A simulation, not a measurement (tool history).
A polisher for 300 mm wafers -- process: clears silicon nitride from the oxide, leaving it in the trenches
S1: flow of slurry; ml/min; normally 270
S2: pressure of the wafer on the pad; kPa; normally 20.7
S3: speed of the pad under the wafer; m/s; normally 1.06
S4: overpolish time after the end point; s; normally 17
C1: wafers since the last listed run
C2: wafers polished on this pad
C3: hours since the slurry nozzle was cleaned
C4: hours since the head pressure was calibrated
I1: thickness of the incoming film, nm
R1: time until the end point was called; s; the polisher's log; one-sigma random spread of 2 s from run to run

run   hour   S1    S2    S3  S4   C1   C2     C3      C4     I1     R1
  1      0  230  20.7  1.06  17    0   61  309.5   964.6  109.7  111.9
  2    7.6  230  20.7  1.06  17   40  101  317.1   972.2  109.1  110.8
  3   47.5  230  20.7  1.06  17  210  312    357  1012.1  109.7  111.3
  4   56.8  270  20.7  1.06  23   48  361  366.3  1021.4    110  111.7
  5   65.2  270  20.7  1.06  23   44  405  374.7  1029.8  110.8  113.9
      74.5  -- slurry nozzle cleaned
  6   79.4  270  20.7  0.82  17   69  474    4.9    1044  109.8    145
  7   92.7  270  20.7  1.06  17   70  544   18.2  1057.3  109.9    111
  8  107.8  270  20.7  1.06  17   79  624   33.3  1072.4  112.1  113.5
  9  116.7  270  20.7  1.06  17   46  671   42.2  1081.3  111.3  113.1
 10  123.7  305  20.7  1.06  17   36  708   49.2  1088.3  109.6  109.2
 11  138.2  270  20.7  1.06  17   76  784   63.7  1102.8  110.4  113.7
 12  150.4  270  20.7  1.06  17   64  848   75.9    1115    108  108.1
     159.6  -- worn pad replaced by a new one
 13  172.4  270  20.7  1.06  17   94   67   97.9    1137  109.3  113.4
 14  184.9  270  24.1  1.06  17   65  133  110.4  1149.5  109.3   97.7
 15  196.8  270  24.1  1.06  17   62  195  122.3  1161.4  112.2  101.1
 16  210.9  270  20.7  0.72  24   74  270  136.4  1175.5  108.1  160.8
 17  249.4  190  20.7  0.74  17  202  473  174.9    1214  110.3  162.8
 18  259.7  325  26.9  0.74  21   54  527  185.2  1224.3  111.1  124.9
 19  266.3  270  20.7  1.06  17   34  562  191.8  1230.9  108.9  108.1
 20  315.9  270  20.7  1.06  17  261  823  241.4  1280.5  107.8  110.6
 21    325  270  20.7  1.06  17   47  871  250.5  1289.6  110.3  111.8
     329.9  -- worn pad replaced by a new one
     331.2  -- head pressure recalibrated
 22  336.4  310  20.7  0.68  26   32   27  261.9     5.2  110.2  173.5
 23  347.5  270  25.5  1.06  24   58   85    273    16.3  111.1     97
 24  353.7  320  20.7  1.06  12   32  118  279.2    22.5  110.6  109.6
 25  364.1  270  20.7  1.06  17   54  173  289.6    32.9  110.3  111.3
 26  377.7  295  13.8  0.76  13   71  244  303.2    46.5  110.4  219.2
 27  391.7  270  19.3  1.06  17   73  318  317.2    60.5  111.2  116.8
 28  399.2  270  20.7   1.3  17   39  358  324.7      68  112.2   91.6
 29  409.1  270  20.7  1.06  17   52  410  334.6    77.9  108.9    110
 30  423.2  270  20.7  0.84  11   74  484  348.7      92  110.1  140.5
 31  435.1  270  20.7  1.06  26   62  547  360.6   103.9  109.4  110.1
 32    449  355  20.7  1.06  20   73  620  374.5   117.8  109.1  107.9
 33  466.6  320  26.9  1.06  17   92  713  392.1   135.4  110.6   88.9
 34  480.5  360  20.7  1.06  17   73  786    406   149.3  111.6  114.8
 35  489.7  225  20.7  1.06  17   48  834  415.2   158.5  110.4  112.5
 36  504.5  270  20.7  1.06  10   77  912    430   173.3  110.3  107.3
     514.7  -- slurry nozzle cleaned
     523.5  -- worn pad replaced by a new one
 37    524  190  20.7  1.24   9   76    2    9.3   192.8  109.5     99

4 options for the next run, each taken on its own from the tool as it stands now. Forecast them:
  A  524.5  270  20.7  1.06  17   2   5  9.8  193.3  110.9   ?
  B  524.5  270  20.7  0.68  17   2   5  9.8  193.3  110.9   ?
  C  524.5  365  15.9  0.92  25   2   5  9.8  193.3  110.9   ?
  D  524.5  200  26.2  1.06  17   2   5  9.8  193.3  110.9   ?

run     R1
  A  109.7
  B    171
  C  156.4
  D   90.5
The same runs, with their run-to-run variation unchanged, on a tool lacking any hidden condition would have given:
run     R1
  A  109.7
  B    171
  C  156.4
  D   90.5

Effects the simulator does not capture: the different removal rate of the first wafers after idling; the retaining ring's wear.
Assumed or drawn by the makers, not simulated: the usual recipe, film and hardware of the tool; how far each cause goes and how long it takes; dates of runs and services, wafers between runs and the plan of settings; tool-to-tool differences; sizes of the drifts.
